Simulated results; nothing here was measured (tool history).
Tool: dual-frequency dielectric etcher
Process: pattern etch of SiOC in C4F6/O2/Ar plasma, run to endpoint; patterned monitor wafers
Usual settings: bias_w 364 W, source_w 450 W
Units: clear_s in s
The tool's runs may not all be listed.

run    hour  bias_w  source_w  incoming incoming film thickness, nm  clear_s
  1     0.0     364       450                                 25.62      9.6
       43.1  -- wet clean of the chamber
  2    44.9     364       450                                 25.44      9.6
  3   149.5     364       450                                 25.66      9.7
  4   218.6     364       450                                 25.39      9.5
  5   299.0     364       450                                 25.41      9.5
      354.0  -- source power generator calibrated
  6   393.9     364       450                                 25.63      9.6
  7   482.9     364       450                                 25.36      9.5
      549.0  -- wet clean of the chamber
  8   549.5     420       450                                 25.51      8.8
  9   630.8     278       540                                 25.40     10.1
 10   694.3     301       390                                 25.38     11.4
      707.3  -- bias power generator calibrated
      786.5  -- upper electrode replaced
 11   787.0     364       360                                 25.45     10.7
 12   846.3     364       450                                 25.46      9.6
 13   928.6     364       450                                 25.57      9.5
 14   982.5     409       360                                 25.56     10.1
     1039.4  -- wet clean of the chamber
 15  1080.5     312       540                                 25.38      9.6
 16  1122.3     312       540                                 25.72      9.6

3 ways to go on from here, each from the tool as it stands after run 16. What would each give?
  A  1122.7     364       450                                 25.62        ?
  B  1122.7     445       380                                 25.62        ?
  C  1122.7     337       520                                 25.62        ?

run  clear_s
  A      9.5
  B      9.3
  C      9.3
Without the tool's hidden state the same runs would have given:
run  clear_s
  A      9.5
  B      9.3
  C      9.3
